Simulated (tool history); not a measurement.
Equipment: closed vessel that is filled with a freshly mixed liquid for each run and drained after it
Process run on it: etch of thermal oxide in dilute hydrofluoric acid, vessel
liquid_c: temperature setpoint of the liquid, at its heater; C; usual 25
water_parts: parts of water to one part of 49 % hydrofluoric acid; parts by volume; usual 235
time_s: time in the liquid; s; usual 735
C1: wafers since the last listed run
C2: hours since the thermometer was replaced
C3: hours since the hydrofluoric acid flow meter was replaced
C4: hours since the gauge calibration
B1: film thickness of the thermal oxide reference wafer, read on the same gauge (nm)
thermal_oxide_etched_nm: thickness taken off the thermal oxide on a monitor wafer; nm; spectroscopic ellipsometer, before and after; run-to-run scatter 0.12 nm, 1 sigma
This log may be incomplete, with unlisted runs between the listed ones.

Run 1, hour 0: usual settings but liquid_c 23 C, water_parts 145 parts by volume; C1 0; C2 106.1; C3 487; C4 1576; B1 149.97. Result: thermal_oxide_etched_nm 21.64 nm.
Run 2, hour 176.4: usual settings but liquid_c 23 C, time_s 515 s; C1 12808; C2 282.5; C3 663.4; C4 1752.4; B1 150.04. Result: thermal_oxide_etched_nm 8.46 nm.
Run 3, hour 221: usual settings but liquid_c 23 C, time_s 515 s; C1 3238; C2 327.1; C3 708; C4 1797; B1 149.98. Result: thermal_oxide_etched_nm 8.57 nm.
Run 4, hour 265: usual settings but water_parts 195 parts by volume, time_s 460 s; C1 3194; C2 371.1; C3 752; C4 1841; B1 149.99. Result: thermal_oxide_etched_nm 10.22 nm.
Run 5, hour 352.9: usual settings; C1 6382; C2 459; C3 839.9; C4 1928.9; B1 149.96. Result: thermal_oxide_etched_nm 13.06 nm.
At hour 445.8: hydrofluoric acid flow meter replaced.
Run 6, hour 455.2: usual settings; C1 7355; C2 561.3; C3 9.4; C4 2031.2; B1 150.05. Result: thermal_oxide_etched_nm 13.15 nm.
Run 7, hour 523.4: usual settings; C1 4951; C2 629.5; C3 77.6; C4 2099.4; B1 150.03. Result: thermal_oxide_etched_nm 12.89 nm.
Run 8, hour 595.6: usual settings; C1 5242; C2 701.7; C3 149.8; C4 2171.6; B1 150.01. Result: thermal_oxide_etched_nm 13.07 nm.
Run 9, hour 702.2: usual settings; C1 7740; C2 808.3; C3 256.4; C4 2278.2; B1 149.97. Result: thermal_oxide_etched_nm 13.03 nm.
Run 10, hour 756.8: usual settings; C1 3964; C2 862.9; C3 311; C4 2332.8; B1 149.93. Result: thermal_oxide_etched_nm 13.17 nm.
Run 11, hour 837: usual settings but time_s 940 s; C1 5823; C2 943.1; C3 391.2; C4 2413; B1 149.97. Result: thermal_oxide_etched_nm 16.82 nm.
Run 12, hour 919.5: usual settings but liquid_c 23.5 C, time_s 525 s; C1 5990; C2 1025.6; C3 473.7; C4 2495.5; B1 150.01. Result: thermal_oxide_etched_nm 9.06 nm.
At hour 1000.1: thermometer replaced.
Run 13, hour 1013.3: usual settings but liquid_c 22.5 C, time_s 1155 s; C1 6738; C2 13.2; C3 567.5; C4 2589.3; B1 149.95. Result: thermal_oxide_etched_nm 18.86 nm.
Run 14, hour 1078.6: usual settings but liquid_c 27.5 C; C1 4741; C2 78.5; C3 632.8; C4 2654.6; B1 150.04. Result: thermal_oxide_etched_nm 14.48 nm.
Run 15, hour 1176.1: usual settings but liquid_c 22.5 C, water_parts 155 parts by volume, time_s 1065 s; C1 7079; C2 176; C3 730.3; C4 2752.1; B1 150.02. Result: thermal_oxide_etched_nm 28.85 nm.
Run 16, hour 1283.6: usual settings; C1 7805; C2 283.5; C3 837.8; C4 2859.6; B1 150.01. Result: thermal_oxide_etched_nm 13.15 nm.
Run 17, hour 1382.7: usual settings but water_parts 355 parts by volume, time_s 1050 s; C1 7195; C2 382.6; C3 936.9; C4 2958.7; B1 150.01. Result: thermal_oxide_etched_nm 11.07 nm.
Run 18, hour 1474.9: usual settings; C1 6694; C2 474.8; C3 1029.1; C4 3050.9; B1 150.02. Result: thermal_oxide_etched_nm 13.02 nm.
At hour 1524.4: hydrofluoric acid flow meter replaced.
Run 19, hour 1552.3: usual settings but liquid_c 29.5 C, water_parts 290 parts by volume, time_s 855 s; C1 5547; C2 552.2; C3 27.9; C4 3128.3; B1 150.04. Result: thermal_oxide_etched_nm 13.28 nm.
Run 20, hour 1623.2: usual settings but liquid_c 22.5 C, water_parts 315 parts by volume, time_s 945 s; C1 5147; C2 623.1; C3 98.8; C4 3199.2; B1 149.99. Result: thermal_oxide_etched_nm 10.7 nm.
Run 21, hour 1686.7: usual settings but liquid_c 29.5 C, water_parts 305 parts by volume, time_s 335 s; C1 4610; C2 686.6; C3 162.3; C4 3262.7; B1 149.99. Result: thermal_oxide_etched_nm 4.94 nm.
Run 22, hour 1756.2: usual settings; C1 5046; C2 756.1; C3 231.8; C4 3332.2; B1 150.03. Result: thermal_oxide_etched_nm 13.12 nm.
At hour 1797.6: gauge calibrated.
Run 23, hour 1843.7: usual settings but liquid_c 30 C, water_parts 195 parts by volume, time_s 345 s; C1 6353; C2 843.6; C3 319.3; C4 46.1; B1 149.93. Result: thermal_oxide_etched_nm 9.24 nm.
Run 24, hour 1894.3: usual settings but liquid_c 26.5 C; C1 3673; C2 894.2; C3 369.9; C4 96.7; B1 150. Result: thermal_oxide_etched_nm 14.04 nm.
Run 25, hour 1942.7: usual settings but liquid_c 20 C, water_parts 310 parts by volume; C1 3514; C2 942.6; C3 418.3; C4 145.1; B1 150.01. Result: thermal_oxide_etched_nm 7.77 nm.
Run 26, hour 2022: usual settings but time_s 365 s; C1 5757; C2 1021.9; C3 497.6; C4 224.4; B1 149.99. Result: thermal_oxide_etched_nm 6.56 nm.
At hour 2025.5: thermometer replaced.
Run 27, hour 2116.5: usual settings; C1 6788; C2 91; C3 592.1; C4 318.9; B1 149.95. Result: thermal_oxide_etched_nm 13.37 nm.
Run 28, hour 2160.8: usual settings but time_s 905 s; C1 3216; C2 135.3; C3 636.4; C4 363.2; B1 150.02. Result: thermal_oxide_etched_nm 16.18 nm.
Run 29, hour 2221.3: usual settings; C1 4392; C2 195.8; C3 696.9; C4 423.7; B1 150.04. Result: thermal_oxide_etched_nm 13.26 nm.
Run 30, hour 2303: usual settings but liquid_c 20.5 C, time_s 1010 s; C1 5932; C2 277.5; C3 778.6; C4 505.4; B1 149.97. Result: thermal_oxide_etched_nm 15.41 nm.
Run 31, hour 2394.9: usual settings; C1 6672; C2 369.4; C3 870.5; C4 597.3; B1 150. Result: thermal_oxide_etched_nm 13.13 nm.
Run 32, hour 2440.6: usual settings; C1 3318; C2 415.1; C3 916.2; C4 643; B1 149.96. Result: thermal_oxide_etched_nm 13.22 nm.
At hour 2464.8: hydrofluoric acid flow meter replaced.
Run 33, hour 2537.5: usual settings but liquid_c 30 C, water_parts 135 parts by volume; C1 6963; C2 512; C3 72.7; C4 739.9; B1 149.97. Result: thermal_oxide_etched_nm 30.72 nm.

Alternative continuations, all from the tool just after run 33; predict every row:
Run A, hour 2538.4: usual settings but water_parts 305 parts by volume; C1 65; C2 512.9; C3 73.6; C4 740.8; B1 ?. Result: thermal_oxide_etched_nm ?.
Run B, hour 2538.4: usual settings but liquid_c 27.5 C, time_s 1060 s; C1 65; C2 512.9; C3 73.6; C4 740.8; B1 ?. Result: thermal_oxide_etched_nm ?.
Run C, hour 2538.4: usual settings but liquid_c 26.5 C, water_parts 325 parts by volume; C1 65; C2 512.9; C3 73.6; C4 740.8; B1 ?. Result: thermal_oxide_etched_nm ?.
Run D, hour 2538.4: usual settings but liquid_c 27 C, water_parts 305 parts by volume, time_s 370 s; C1 65; C2 512.9; C3 73.6; C4 740.8; B1 ?. Result: thermal_oxide_etched_nm ?.

run      B1  thermal_oxide_etched_nm
  A  150.04                     9.58
  B  150.04                    21.04
  C  150.04                     9.27
  D  150.04                     5.16
With the hidden condition removed and each run's random variation left untouched, the same runs would have given:
run  thermal_oxide_etched_nm
  A                     9.58
  B                    21.04
  C                     9.27
  D                     5.16
